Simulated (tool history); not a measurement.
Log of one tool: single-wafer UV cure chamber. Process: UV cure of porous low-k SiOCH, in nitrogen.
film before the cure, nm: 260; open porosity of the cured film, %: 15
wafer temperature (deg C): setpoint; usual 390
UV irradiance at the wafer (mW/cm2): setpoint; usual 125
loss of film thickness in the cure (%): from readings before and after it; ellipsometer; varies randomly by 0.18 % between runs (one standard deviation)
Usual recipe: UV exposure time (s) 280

| run | hour | wafer temperature (deg C) | UV exposure time (s) | UV irradiance at the wafer (mW/cm2) | loss of film thickness in the cure (%) |
|---|---|---|---|---|---|
| 1 | 0.0 | 390 | 280 | 125 | 11.033 |
| 2 | 26.1 | 390 | 280 | 125 | 11.090 |
| 3 | 54.0 | 386 | 280 | 125 | 11.275 |
| 4 | 123.5 | 386 | 280 | 125 | 10.872 |
| 5 | 160.2 | 398 | 225 | 125 | 9.852 |
| 6 | 199.2 | 398 | 225 | 125 | 9.840 |
| 7 | 237.7 | 398 | 225 | 125 | 9.615 |
|  | 257.7 | quartz window cleaned |
| 8 | 282.2 | 390 | 115 | 89 | 6.242 |
| 9 | 324.5 | 390 | 280 | 125 | 10.535 |
| 10 | 383.7 | 400 | 320 | 155 | 12.323 |
|  | 442.4 | UV bulbs replaced |
| 11 | 442.9 | 401 | 280 | 104 | 10.886 |
| 12 | 508.8 | 405 | 280 | 136 | 11.981 |
| 13 | 564.3 | 401 | 370 | 148 | 13.720 |
| 14 | 609.1 | 390 | 280 | 125 | 11.410 |

Below are 5 alternative next runs, each starting from the tool's condition after run 14. Predict each:
| A | 609.6 | 390 | 410 | 125 | ? |
| B | 609.6 | 401 | 115 | 161 | ? |
| C | 609.6 | 390 | 150 | 89 | ? |
| D | 609.6 | 390 | 340 | 163 | ? |
| E | 609.6 | 390 | 150 | 102 | ? |

| run | loss of film thickness in the cure (%) |
|---|---|
| A | 13.091 |
| B | 8.923 |
| C | 7.475 |
| D | 13.442 |
| E | 8.000 |
Without the tool's hidden state the same runs would have given:
| run | loss of film thickness in the cure (%) |
|---|---|
| A | 14.076 |
| B | 9.817 |
| C | 8.323 |
| D | 14.430 |
| E | 8.864 |

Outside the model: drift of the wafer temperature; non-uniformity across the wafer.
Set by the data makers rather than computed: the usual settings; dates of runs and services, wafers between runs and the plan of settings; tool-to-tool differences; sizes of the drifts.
